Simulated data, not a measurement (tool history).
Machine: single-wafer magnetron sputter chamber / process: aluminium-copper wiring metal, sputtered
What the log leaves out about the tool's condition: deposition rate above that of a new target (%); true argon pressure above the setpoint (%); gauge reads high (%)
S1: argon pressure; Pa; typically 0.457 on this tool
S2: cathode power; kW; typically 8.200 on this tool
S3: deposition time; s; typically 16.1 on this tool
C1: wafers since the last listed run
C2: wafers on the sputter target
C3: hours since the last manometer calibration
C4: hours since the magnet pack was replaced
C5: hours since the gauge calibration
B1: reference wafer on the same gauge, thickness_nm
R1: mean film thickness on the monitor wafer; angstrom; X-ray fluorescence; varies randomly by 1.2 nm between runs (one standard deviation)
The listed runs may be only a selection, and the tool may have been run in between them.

run,hour,S1,S2,S3,C1,C2,C3,C4,C5,B1,R1
1,0.0,0.457,7.500,16.1,0,4029,2295.2,4106.8,248.2,207.674,1911.30
2,15.0,0.457,8.200,16.1,269,4298,2310.2,4121.8,263.2,207.712,2080.15
# hour 39.4: sputter target and shields replaced
3,39.9,0.457,8.200,16.1,304,9,2335.1,4146.7,288.1,207.714,2168.30
4,44.7,0.457,8.200,16.1,86,95,2339.9,4151.5,292.9,207.355,2171.38
5,52.4,0.457,8.200,16.1,138,234,2347.6,4159.2,300.6,207.833,2181.33
6,67.6,0.457,8.200,16.1,273,507,2362.8,4174.4,315.8,208.087,2182.82
7,81.4,0.457,8.200,16.1,248,756,2376.6,4188.2,329.6,207.824,2160.60
8,95.9,0.457,8.200,16.1,260,1017,2391.1,4202.7,344.1,207.956,2175.65
# hour 108.4: magnet pack replaced, of another model than before
9,108.9,0.457,8.200,16.1,89,1106,2404.1,0.5,357.1,207.906,2194.64
10,122.6,0.457,8.200,16.1,246,1353,2417.8,14.2,370.8,208.329,2179.46
11,131.1,0.457,8.200,16.1,152,1506,2426.3,22.7,379.3,207.979,2181.61
# hour 139.0: gauge calibrated
12,139.0,0.457,8.200,16.1,142,1648,2434.2,30.6,0.0,207.561,2149.03
13,151.8,0.457,8.200,16.1,230,1878,2447.0,43.4,12.8,208.066,2144.96
14,165.7,0.457,7.050,18.2,250,2128,2460.9,57.3,26.7,208.271,2098.94
15,181.5,0.457,7.050,18.2,284,2413,2476.7,73.1,42.5,208.209,2055.99
16,194.3,0.457,8.200,16.1,230,2643,2489.5,85.9,55.3,207.784,2140.96
17,203.5,0.457,8.200,16.1,165,2808,2498.7,95.1,64.5,207.910,2111.74
18,212.2,0.457,8.200,16.1,156,2965,2507.4,103.8,73.2,207.917,2145.02
19,218.5,0.457,9.500,16.1,113,3078,2513.7,110.1,79.5,208.223,2448.37
20,246.4,0.543,9.750,16.1,501,3580,2541.6,138.0,107.4,207.771,2243.32

Predict the results of run 21:
21,263.1,0.457,8.200,16.1,300,3881,2558.3,154.7,124.1,?,?

B1: 207.939
R1: 2096.11 angstrom
Without the tool's hidden state the same run would have given R1 2206.70 angstrom.
